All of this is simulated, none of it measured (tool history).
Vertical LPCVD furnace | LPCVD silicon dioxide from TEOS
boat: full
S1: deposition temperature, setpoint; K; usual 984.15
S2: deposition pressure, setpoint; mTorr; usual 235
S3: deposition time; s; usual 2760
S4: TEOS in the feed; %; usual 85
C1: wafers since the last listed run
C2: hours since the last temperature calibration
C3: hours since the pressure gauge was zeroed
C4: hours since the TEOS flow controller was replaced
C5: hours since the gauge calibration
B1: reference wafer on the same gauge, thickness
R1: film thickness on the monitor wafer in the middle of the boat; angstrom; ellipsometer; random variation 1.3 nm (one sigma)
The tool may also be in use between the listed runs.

Run 1, hour 0: usual settings; C1 0; C2 1580.5; C3 2440.7; C4 4511.1; C5 158.7; B1 409.89. Result: R1 4076.3 angstrom.
Run 2, hour 26.6: usual settings; C1 393; C2 1607.1; C3 2467.3; C4 4537.7; C5 185.3; B1 410.26. Result: R1 4090.8 angstrom.
Run 3, hour 53.3: usual settings; C1 395; C2 1633.8; C3 2494; C4 4564.4; C5 212; B1 409.84. Result: R1 4082.4 angstrom.
At hour 75.7: gauge calibrated.
Run 4, hour 76.8: usual settings; C1 347; C2 1657.3; C3 2517.5; C4 4587.9; C5 1.1; B1 410.18. Result: R1 4080.2 angstrom.
Run 5, hour 102.1: usual settings; C1 374; C2 1682.6; C3 2542.8; C4 4613.2; C5 26.4; B1 410.23. Result: R1 4087 angstrom.
Run 6, hour 125.7: usual settings but S4 94 %; C1 349; C2 1706.2; C3 2566.4; C4 4636.8; C5 50; B1 410.24. Result: R1 4299.5 angstrom.
Run 7, hour 138: usual settings but S4 94 %; C1 182; C2 1718.5; C3 2578.7; C4 4649.1; C5 62.3; B1 410.16. Result: R1 4274.6 angstrom.
At hour 166.8: TEOS flow controller replaced.
Run 8, hour 167.3: usual settings but S2 195 mTorr; C1 78; C2 1747.8; C3 2608; C4 0.5; C5 91.6; B1 410.16. Result: R1 3730.1 angstrom.
Run 9, hour 180.8: usual settings but S2 195 mTorr; C1 199; C2 1761.3; C3 2621.5; C4 14; C5 105.1; B1 409.57. Result: R1 3720.3 angstrom.
Run 10, hour 205: usual settings but S1 975.15 K; C1 358; C2 1785.5; C3 2645.7; C4 38.2; C5 129.3; B1 410.06. Result: R1 3314.3 angstrom.
At hour 243.7: pressure gauge zeroed.
Run 11, hour 244.2: usual settings but S1 975.15 K; C1 225; C2 1824.7; C3 0.5; C4 77.4; C5 168.5; B1 409.74. Result: R1 3324.3 angstrom.
Run 12, hour 249.6: usual settings but S1 978.15 K; C1 79; C2 1830.1; C3 5.9; C4 82.8; C5 173.9; B1 409.76. Result: R1 3555.1 angstrom.
At hour 281: thermocouples replaced and temperature profile calibrated.
Run 13, hour 281.5: usual settings but S1 977.15 K, S2 200 mTorr, S3 3090 s, S4 97 %; C1 116; C2 0.5; C3 37.8; C4 114.7; C5 205.8; B1 410.3. Result: R1 3833.8 angstrom.
Run 14, hour 298.8: usual settings; C1 256; C2 17.8; C3 55.1; C4 132; C5 223.1; B1 409.81. Result: R1 4056.5 angstrom.
Run 15, hour 313.9: usual settings; C1 223; C2 32.9; C3 70.2; C4 147.1; C5 238.2; B1 410.32. Result: R1 4086.8 angstrom.
At hour 328.5: gauge calibrated.
Run 16, hour 338.5: usual settings but S4 92 %; C1 364; C2 57.5; C3 94.8; C4 171.7; C5 10; B1 409.87. Result: R1 4217.7 angstrom.
Run 17, hour 363.6: usual settings; C1 371; C2 82.6; C3 119.9; C4 196.8; C5 35.1; B1 410.6. Result: R1 4070.3 angstrom.
Run 18, hour 378.9: usual settings but S4 97 %; C1 226; C2 97.9; C3 135.2; C4 212.1; C5 50.4; B1 410.79. Result: R1 4336.1 angstrom.
Run 19, hour 413.7: usual settings but S1 996.15 K; C1 515; C2 132.7; C3 170; C4 246.9; C5 85.2; B1 409.56. Result: R1 5346.2 angstrom.
Run 20, hour 449.3: usual settings but S2 250 mTorr, S3 3060 s, S4 77 %; C1 526; C2 168.3; C3 205.6; C4 282.5; C5 120.8; B1 409.69. Result: R1 4450.5 angstrom.
Run 21, hour 484.7: usual settings but S3 2010 s; C1 524; C2 203.7; C3 241; C4 317.9; C5 156.2; B1 410.05. Result: R1 2969.3 angstrom.
Run 22, hour 498.6: usual settings; C1 205; C2 217.6; C3 254.9; C4 331.8; C5 170.1; B1 409.97. Result: R1 4087.1 angstrom.

Forecast each of these 5 alternatives for the next run:
Run A, hour 504.1: usual settings; C1 81; C2 223.1; C3 260.4; C4 337.3; C5 175.6; B1 ?. Result: R1 ?.
Run B, hour 504.1: usual settings but S1 975.15 K, S2 200 mTorr, S3 3510 s, S4 69 %; C1 81; C2 223.1; C3 260.4; C4 337.3; C5 175.6; B1 ?. Result: R1 ?.
Run C, hour 504.1: usual settings but S1 992.15 K; C1 81; C2 223.1; C3 260.4; C4 337.3; C5 175.6; B1 ?. Result: R1 ?.
Run D, hour 504.1: usual settings but S3 3030 s; C1 81; C2 223.1; C3 260.4; C4 337.3; C5 175.6; B1 ?. Result: R1 ?.
Run E, hour 504.1: usual settings but S1 995.15 K; C1 81; C2 223.1; C3 260.4; C4 337.3; C5 175.6; B1 ?. Result: R1 ?.

run      B1      R1
  A  410.22  4098.1
  B  410.22  3523.6
  C  410.22  4908.3
  D  410.22    4499
  E  410.22  5247.9
Without the tool's hidden state the same runs would have given:
run      R1
  A  4098.1
  B  3523.6
  C  4908.3
  D    4499
  E  5247.9
